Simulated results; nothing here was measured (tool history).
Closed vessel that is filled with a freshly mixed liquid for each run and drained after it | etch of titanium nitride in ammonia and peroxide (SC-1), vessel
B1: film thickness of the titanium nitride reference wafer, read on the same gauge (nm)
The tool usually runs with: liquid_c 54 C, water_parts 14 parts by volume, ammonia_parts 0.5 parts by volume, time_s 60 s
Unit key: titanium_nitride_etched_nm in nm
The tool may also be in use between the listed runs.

Run 1, hour 0: usual settings; B1 140.04. Result: titanium_nitride_etched_nm 7.25 nm.
Run 2, hour 77.2: usual settings; B1 140. Result: titanium_nitride_etched_nm 7.15 nm.
Run 3, hour 163.4: usual settings; B1 140.01. Result: titanium_nitride_etched_nm 7.11 nm.
Run 4, hour 259.3: usual settings; B1 139.99. Result: titanium_nitride_etched_nm 7.03 nm.
Run 5, hour 297.2: usual settings; B1 140.01. Result: titanium_nitride_etched_nm 7.11 nm.
Run 6, hour 358.1: usual settings but water_parts 9.5 parts by volume; B1 139.99. Result: titanium_nitride_etched_nm 8.61 nm.
Run 7, hour 432.4: usual settings but water_parts 9.5 parts by volume; B1 140.06. Result: titanium_nitride_etched_nm 8.57 nm.
Run 8, hour 538.5: usual settings but liquid_c 48.5 C; B1 139.96. Result: titanium_nitride_etched_nm 4.76 nm.
At hour 540.7: new drum of ammonia solution connected.
Run 9, hour 603.2: usual settings but time_s 50 s; B1 140. Result: titanium_nitride_etched_nm 5.92 nm.
At hour 610.4: gauge calibrated.
At hour 639.4: ammonia flow meter replaced.
Run 10, hour 658.4: usual settings but liquid_c 59 C; B1 140. Result: titanium_nitride_etched_nm 10.09 nm.
Run 11, hour 716.6: usual settings but liquid_c 59 C; B1 140.02. Result: titanium_nitride_etched_nm 10.15 nm.
Run 12, hour 793.5: usual settings but water_parts 8.5 parts by volume; B1 139.98. Result: titanium_nitride_etched_nm 9.4 nm.
At hour 824.5: thermometer replaced.
Run 13, hour 855: usual settings but liquid_c 51 C, ammonia_parts 0.35 parts by volume, time_s 50 s; B1 140.01. Result: titanium_nitride_etched_nm 4.53 nm.
Run 14, hour 939.2: usual settings but liquid_c 62.5 C, water_parts 9 parts by volume, ammonia_parts 0.6 parts by volume, time_s 90 s; B1 140. Result: titanium_nitride_etched_nm 24.34 nm.
At hour 967.9: new drum of ammonia solution connected.
Run 15, hour 991.2: usual settings but liquid_c 47 C, water_parts 10 parts by volume, ammonia_parts 0.4 parts by volume, time_s 90 s; B1 140.04. Result: titanium_nitride_etched_nm 7.79 nm.
Run 16, hour 1097.9: usual settings but ammonia_parts 0.6 parts by volume; B1 140.02. Result: titanium_nitride_etched_nm 7.47 nm.
Run 17, hour 1169.9: usual settings; B1 140.03. Result: titanium_nitride_etched_nm 7.18 nm.
Run 18, hour 1254.6: usual settings but ammonia_parts 0.65 parts by volume; B1 140.02. Result: titanium_nitride_etched_nm 7.45 nm.
Run 19, hour 1339.3: usual settings but liquid_c 48 C, water_parts 20.5 parts by volume, ammonia_parts 0.7 parts by volume, time_s 75 s; B1 140.03. Result: titanium_nitride_etched_nm 5.05 nm.
Run 20, hour 1400.4: usual settings; B1 140.01. Result: titanium_nitride_etched_nm 7.08 nm.
Run 21, hour 1455.2: usual settings but liquid_c 46.5 C, water_parts 17 parts by volume, ammonia_parts 0.4 parts by volume, time_s 50 s; B1 140.01. Result: titanium_nitride_etched_nm 3.03 nm.
At hour 1475.3: new drum of ammonia solution connected.
Run 22, hour 1507.1: usual settings but liquid_c 46.5 C, water_parts 17 parts by volume, ammonia_parts 0.4 parts by volume, time_s 50 s; B1 139.97. Result: titanium_nitride_etched_nm 3.09 nm.
Run 23, hour 1567.9: usual settings but time_s 35 s; B1 139.94. Result: titanium_nitride_etched_nm 4.2 nm.
Run 24, hour 1635.6: usual settings but liquid_c 45 C, water_parts 8.5 parts by volume, ammonia_parts 0.3 parts by volume, time_s 35 s; B1 140.06. Result: titanium_nitride_etched_nm 2.63 nm.
Run 25, hour 1719.2: usual settings but time_s 95 s; B1 140.02. Result: titanium_nitride_etched_nm 11.17 nm.
Run 26, hour 1776: usual settings but ammonia_parts 0.6 parts by volume, time_s 35 s; B1 140.01. Result: titanium_nitride_etched_nm 4.25 nm.
At hour 1933.7: new drum of ammonia solution connected.
Run 27, hour 2071.3: usual settings but liquid_c 62 C, ammonia_parts 0.65 parts by volume; B1 140.02. Result: titanium_nitride_etched_nm 12.64 nm.
Run 28, hour 2124.5: usual settings but water_parts 16 parts by volume; B1 140. Result: titanium_nitride_etched_nm 6.54 nm.

Each row is a separate what-if for the run after 28, all from the same tool condition, not one after another. Results?
Run A, hour 2125.2: usual settings; B1 ?. Result: titanium_nitride_etched_nm ?.
Run B, hour 2125.2: usual settings but water_parts 9 parts by volume; B1 ?. Result: titanium_nitride_etched_nm ?.
Run C, hour 2125.2: usual settings but liquid_c 60.5 C, water_parts 11.5 parts by volume, time_s 30 s; B1 ?. Result: titanium_nitride_etched_nm ?.

run      B1  titanium_nitride_etched_nm
  A  140.04                         7.1
  B  140.04                        8.99
  C  140.04                        6.09
Without the tool's hidden state the same runs would have given:
run  titanium_nitride_etched_nm
  A                        7.37
  B                        9.31
  C                        6.32
